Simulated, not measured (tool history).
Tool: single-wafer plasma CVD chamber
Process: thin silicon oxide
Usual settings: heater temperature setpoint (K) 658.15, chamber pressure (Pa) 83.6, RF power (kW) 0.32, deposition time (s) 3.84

run,hour,heater temperature setpoint (K),chamber pressure (Pa),RF power (kW),deposition time (s),wafers since the last listed run,hours since the last thermocouple change,hours since the last RF generator calibration,hours since the last manometer calibration,hours since the showerhead was replaced,hours since the gauge calibration,"read-back reference wafer on the same gauge, thickness_nm",mean film thickness on the monitor wafer (nm)
1,0,658.15,83.6,0.32,3.84,0,1550.5,821.9,1080.6,4843.9,221.8,6.651,5.697
2,31.5,658.15,83.6,0.32,3.84,935,1582,853.4,1112.1,4875.4,253.3,6.653,5.694
3,53.2,658.15,94.8,0.32,3.84,644,1603.7,875.1,1133.8,4897.1,275,6.646,6.465
4,84.1,658.15,94.8,0.32,3.84,917,1634.6,906,1164.7,4928,305.9,6.649,6.415
5,101.9,658.15,83.6,0.32,3.84,528,1652.4,923.8,1182.5,4945.8,323.7,6.645,5.73
6,114.3,658.15,83.6,0.32,3.84,368,1664.8,936.2,1194.9,4958.2,336.1,6.651,5.692
7,136.8,658.15,83.6,0.32,3.84,667,1687.3,958.7,1217.4,4980.7,358.6,6.653,5.714
8,166.3,658.15,83.6,0.32,3.84,875,1716.8,988.2,1246.9,5010.2,388.1,6.645,5.695
9,184.6,658.15,83.6,0.32,3.84,543,1735.1,1006.5,1265.2,5028.5,406.4,6.65,5.695
10,198.2,658.15,83.6,0.32,4.02,403,1748.7,1020.1,1278.8,5042.1,420,6.655,5.993
# hour 215.1: showerhead replaced
11,229.3,658.15,83.6,0.32,4.02,685,1779.8,1051.2,1309.9,14.2,451.1,6.649,5.958
12,260,658.15,83.6,0.3,3.84,911,1810.5,1081.9,1340.6,44.9,481.8,6.65,5.524
13,288.3,652.15,65.1,0.29,3.84,840,1838.8,1110.2,1368.9,73.2,510.1,6.658,4.198
# hour 305.3: gauge calibrated
14,306,658.15,83.6,0.32,3.84,525,1856.5,1127.9,1386.6,90.9,0.7,6.652,5.7
# hour 317.9: RF generator calibrated
# hour 324.8: thermocouple changed; heater temperature recalibrated
15,328.4,669.15,94.7,0.35,3.31,221,3.6,10.5,1409,113.3,23.1,6.65,5.777
16,354,658.15,83.6,0.275,3.84,759,29.2,36.1,1434.6,138.9,48.7,6.654,5.258
17,373.8,648.15,83.6,0.335,4.09,587,49,55.9,1454.4,158.7,68.5,6.661,6.25
18,392.5,658.15,83.6,0.285,4.44,555,67.7,74.6,1473.1,177.4,87.2,6.643,6.214
# hour 415.7: capacitance manometer re-zeroed and calibrated
19,416.2,669.15,83.6,0.32,3.39,466,91.4,98.3,0.5,201.1,110.9,6.648,5.006
20,447.7,669.15,77.5,0.365,3.32,935,122.9,129.8,32,232.6,142.4,6.646,4.845
21,482.6,646.15,83.6,0.32,3.39,1035,157.8,164.7,66.9,267.5,177.3,6.65,5.083
22,508.2,658.15,83.6,0.32,3.84,759,183.4,190.3,92.5,293.1,202.9,6.653,5.693
23,531.2,671.15,91.7,0.32,3.42,682,206.4,213.3,115.5,316.1,225.9,6.653,5.535
24,604.8,658.15,83.6,0.32,3.84,2184,280,286.9,189.1,389.7,299.5,6.641,5.71
25,630.3,658.15,83.6,0.32,3.26,756,305.5,312.4,214.6,415.2,325,6.648,4.839

Forecast each of these 3 alternatives for the next run:
A,630.7,658.15,83.6,0.345,3.84,11,305.9,312.8,215,415.6,325.4,?,?
B,630.7,671.15,62.8,0.265,3.46,11,305.9,312.8,215,415.6,325.4,?,?
C,630.7,658.15,83.6,0.32,4.49,11,305.9,312.8,215,415.6,325.4,?,?

run,"read-back reference wafer on the same gauge, thickness_nm",mean film thickness on the monitor wafer (nm)
A,6.647,5.929
B,6.647,3.458
C,6.647,6.683
Without the tool's hidden state the same runs would have given:
run,mean film thickness on the monitor wafer (nm)
A,5.929
B,3.458
C,6.683
